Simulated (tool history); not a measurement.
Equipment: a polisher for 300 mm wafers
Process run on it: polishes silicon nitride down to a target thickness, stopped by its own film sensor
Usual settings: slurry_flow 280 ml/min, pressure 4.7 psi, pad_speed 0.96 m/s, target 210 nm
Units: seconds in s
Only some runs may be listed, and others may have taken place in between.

| run | day | slurry_flow | pressure | pad_speed | target | incoming thickness of the incoming film, nm | seconds |
|---|---|---|---|---|---|---|---|
| 1 | 0 | 280 | 4.7 | 0.96 | 225 | 331.1 | 55.3 |
|  | 0.429 | worn pad replaced by a new one |
| 2 | 0.55 | 280 | 4.7 | 1.1 | 210 | 330.5 | 56.8 |
| 3 | 1.088 | 280 | 4.7 | 0.96 | 210 | 327.2 | 60.3 |
| 4 | 1.425 | 280 | 4.7 | 0.96 | 210 | 325 | 60.6 |
| 5 | 1.675 | 280 | 4.7 | 0.96 | 210 | 332 | 63 |
| 6 | 2.129 | 225 | 4.7 | 0.96 | 210 | 337.4 | 67.8 |
| 7 | 2.392 | 225 | 4.7 | 0.96 | 210 | 326.6 | 63.1 |
| 8 | 2.817 | 280 | 4.7 | 0.96 | 210 | 330.2 | 62.3 |
| 9 | 3.108 | 280 | 4.7 | 0.96 | 210 | 332.7 | 62.9 |
| 10 | 3.6 | 280 | 4.7 | 0.96 | 220 | 330 | 55.8 |
| 11 | 3.917 | 280 | 4.7 | 0.96 | 220 | 330.7 | 58.4 |
|  | 4.767 | worn pad replaced by a new one |
| 12 | 4.788 | 280 | 4.7 | 0.96 | 210 | 327.2 | 59.7 |
| 13 | 4.854 | 280 | 4.7 | 1.14 | 227 | 326 | 45.4 |
| 14 | 5.325 | 280 | 4.7 | 1.14 | 227 | 330 | 47.2 |
| 15 | 5.996 | 280 | 4.7 | 1.14 | 227 | 328.6 | 46.4 |
| 16 | 6.25 | 280 | 4.7 | 0.96 | 210 | 329.5 | 61.3 |
|  | 6.383 | head pressure recalibrated |
| 17 | 6.904 | 280 | 4.7 | 0.96 | 210 | 325.6 | 56 |
| 18 | 7.517 | 190 | 4.7 | 0.96 | 180 | 327.6 | 74.8 |
| 19 | 8.121 | 195 | 4.7 | 1.12 | 169 | 329.4 | 72.9 |
| 20 | 8.525 | 280 | 4.7 | 1.22 | 210 | 330.1 | 47.4 |
|  | 8.721 | head pressure recalibrated, repeated, since the last time left the tool worse |
|  | 8.979 | worn pad replaced by a new one |
| 21 | 9.212 | 190 | 4.7 | 0.96 | 180 | 336 | 91.9 |
| 22 | 9.8 | 280 | 4.7 | 0.96 | 210 | 329.5 | 66 |
|  | 9.912 | slurry nozzle cleaned |
| 23 | 11.288 | 280 | 5.5 | 0.82 | 238 | 332 | 49.6 |
| 24 | 11.604 | 280 | 5.7 | 0.96 | 174 | 328.4 | 70.5 |
| 25 | 11.983 | 280 | 3.5 | 0.96 | 190 | 333.1 | 104.7 |
| 26 | 12.642 | 280 | 4.7 | 0.96 | 248 | 334 | 46.9 |
| 27 | 13.154 | 280 | 4.7 | 0.96 | 210 | 330.2 | 66.6 |
| 28 | 13.421 | 280 | 4 | 0.96 | 210 | 326.5 | 72.6 |
|  | 13.858 | worn pad replaced by a new one |
| 29 | 13.921 | 280 | 4.7 | 0.96 | 221 | 331.6 | 59.5 |
| 30 | 14.575 | 280 | 4.7 | 0.96 | 220 | 323.6 | 55.9 |
| 31 | 15.033 | 325 | 5.8 | 0.88 | 210 | 332 | 57 |
| 32 | 15.425 | 280 | 4.7 | 0.96 | 210 | 327.1 | 64.1 |
| 33 | 16.025 | 280 | 6 | 0.96 | 225 | 331 | 45.3 |
| 34 | 16.488 | 280 | 4.7 | 0.68 | 237 | 324.9 | 62.1 |

Consider 4 possible next runs. They are alternatives, not a sequence: every one starts from the tool as it was left by run 34. What does each give?
| A | 16.504 | 280 | 4.7 | 0.96 | 194 | 326.5 | ? |
| B | 16.504 | 280 | 4.7 | 0.76 | 183 | 326.5 | ? |
| C | 16.504 | 255 | 4.7 | 0.96 | 173 | 326.5 | ? |
| D | 16.504 | 280 | 3.7 | 0.76 | 176 | 326.5 | ? |

| run | seconds |
|---|---|
| A | 71.2 |
| B | 93 |
| C | 83.4 |
| D | 123.9 |
Had the tool no hidden state, the same runs would have come out as:
| run | seconds |
|---|---|
| A | 73.9 |
| B | 96.5 |
| C | 86.5 |
| D | 128.5 |

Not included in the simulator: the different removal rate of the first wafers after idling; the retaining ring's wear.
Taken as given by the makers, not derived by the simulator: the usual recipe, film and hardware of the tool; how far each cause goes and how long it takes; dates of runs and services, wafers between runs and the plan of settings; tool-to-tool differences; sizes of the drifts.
